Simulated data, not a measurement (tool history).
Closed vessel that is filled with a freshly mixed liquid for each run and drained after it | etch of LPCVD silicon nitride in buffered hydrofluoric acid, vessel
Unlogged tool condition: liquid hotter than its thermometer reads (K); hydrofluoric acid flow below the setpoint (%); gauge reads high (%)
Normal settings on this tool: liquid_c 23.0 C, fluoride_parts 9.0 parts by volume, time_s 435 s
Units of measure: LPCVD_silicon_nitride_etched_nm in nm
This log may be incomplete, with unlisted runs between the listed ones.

| run | hour | liquid_c | fluoride_parts | time_s | wafers since the last listed run | hours since the thermometer was replaced | hours since the hydrofluoric acid flow meter was replaced | hours since the gauge calibration | read-back film thickness of the LPCVD silicon nitride reference wafer, read on the same gauge (nm) | LPCVD_silicon_nitride_etched_nm |
|---|---|---|---|---|---|---|---|---|---|---|
| 1 | 0.0 | 23.0 | 9.0 | 435 | 0 | 1531.7 | 609.8 | 57.9 | 70.00 | 7.29 |
| 2 | 16.9 | 24.5 | 9.0 | 605 | 1783 | 1548.6 | 626.7 | 74.8 | 70.00 | 11.02 |
| 3 | 23.6 | 23.0 | 9.0 | 435 | 707 | 1555.3 | 633.4 | 81.5 | 70.03 | 7.25 |
| 4 | 33.1 | 23.0 | 9.0 | 435 | 1002 | 1564.8 | 642.9 | 91.0 | 70.01 | 7.25 |
| 5 | 39.8 | 23.0 | 9.0 | 435 | 707 | 1571.5 | 649.6 | 97.7 | 70.02 | 7.23 |
| 6 | 50.5 | 23.0 | 9.0 | 435 | 1129 | 1582.2 | 660.3 | 108.4 | 70.02 | 7.21 |
| 7 | 62.6 | 23.0 | 9.0 | 435 | 1277 | 1594.3 | 672.4 | 120.5 | 70.00 | 7.31 |
| 8 | 80.4 | 25.0 | 9.0 | 435 | 1878 | 1612.1 | 690.2 | 138.3 | 69.96 | 8.06 |
| 9 | 95.0 | 25.0 | 9.0 | 435 | 1540 | 1626.7 | 704.8 | 152.9 | 69.98 | 8.11 |
| 10 | 107.3 | 23.0 | 9.0 | 350 | 1298 | 1639.0 | 717.1 | 165.2 | 70.00 | 5.88 |
| 11 | 123.4 | 23.0 | 9.0 | 435 | 1699 | 1655.1 | 733.2 | 181.3 | 70.00 | 7.33 |
| 12 | 132.3 | 23.0 | 9.0 | 435 | 939 | 1664.0 | 742.1 | 190.2 | 69.98 | 7.27 |
| 13 | 147.9 | 23.0 | 9.0 | 435 | 1646 | 1679.6 | 757.7 | 205.8 | 69.96 | 7.34 |
| 14 | 163.6 | 23.0 | 10.5 | 435 | 1657 | 1695.3 | 773.4 | 221.5 | 69.97 | 6.48 |
| 15 | 175.8 | 21.5 | 9.0 | 620 | 1287 | 1707.5 | 785.6 | 233.7 | 69.98 | 9.64 |
|  | 176.9 | thermometer replaced |
| 16 | 192.7 | 19.0 | 6.0 | 195 | 1678 | 15.8 | 802.5 | 250.6 | 70.00 | 4.24 |
| 17 | 199.8 | 23.0 | 12.0 | 435 | 749 | 22.9 | 809.6 | 257.7 | 70.07 | 6.18 |
| 18 | 209.7 | 23.0 | 9.0 | 435 | 1044 | 32.8 | 819.5 | 267.6 | 70.03 | 7.85 |
| 19 | 217.6 | 21.0 | 7.5 | 330 | 833 | 40.7 | 827.4 | 275.5 | 69.97 | 6.55 |
| 20 | 225.5 | 26.5 | 7.5 | 435 | 833 | 48.6 | 835.3 | 283.4 | 70.03 | 11.44 |
| 21 | 232.1 | 23.0 | 9.0 | 435 | 696 | 55.2 | 841.9 | 290.0 | 69.99 | 7.87 |
|  | 241.4 | hydrofluoric acid flow meter replaced |
|  | 244.4 | thermometer replaced, repeated, since the last time left the tool worse |
| 22 | 249.6 | 23.0 | 11.5 | 190 | 1635 | 5.2 | 8.2 | 307.5 | 70.00 | 2.39 |
|  | 252.0 | gauge calibrated |
| 23 | 264.2 | 20.5 | 6.0 | 340 | 1540 | 19.8 | 22.8 | 12.2 | 70.01 | 6.85 |
| 24 | 273.1 | 23.0 | 9.0 | 435 | 939 | 28.7 | 31.7 | 21.1 | 69.98 | 6.63 |
| 25 | 290.5 | 27.0 | 11.5 | 595 | 1836 | 46.1 | 49.1 | 38.5 | 70.01 | 9.27 |
| 26 | 301.9 | 23.0 | 9.0 | 540 | 1203 | 57.5 | 60.5 | 49.9 | 69.97 | 8.36 |
| 27 | 315.3 | 23.0 | 9.0 | 435 | 1414 | 70.9 | 73.9 | 63.3 | 70.02 | 6.71 |
| 28 | 321.5 | 20.5 | 6.0 | 340 | 654 | 77.1 | 80.1 | 69.5 | 69.97 | 6.85 |

Branching from run 28: 5 alternative next runs. What would each branch give?
| A | 322.3 | 23.0 | 9.0 | 640 | 84 | 77.9 | 80.9 | 70.3 | ? | ? |
| B | 322.3 | 18.0 | 6.5 | 585 | 84 | 77.9 | 80.9 | 70.3 | ? | ? |
| C | 322.3 | 27.5 | 7.0 | 435 | 84 | 77.9 | 80.9 | 70.3 | ? | ? |
| D | 322.3 | 23.0 | 9.0 | 365 | 84 | 77.9 | 80.9 | 70.3 | ? | ? |
| E | 322.3 | 23.0 | 9.0 | 185 | 84 | 77.9 | 80.9 | 70.3 | ? | ? |

| run | read-back film thickness of the LPCVD silicon nitride reference wafer, read on the same gauge (nm) | LPCVD_silicon_nitride_etched_nm |
|---|---|---|
| A | 70.00 | 9.89 |
| B | 70.00 | 9.58 |
| C | 70.00 | 11.25 |
| D | 70.00 | 5.64 |
| E | 70.00 | 2.86 |
Take away the tool's hidden state, keep each run's random variation, and the runs would have read:
| run | LPCVD_silicon_nitride_etched_nm |
|---|---|
| A | 9.74 |
| B | 9.43 |
| C | 11.08 |
| D | 5.56 |
| E | 2.82 |
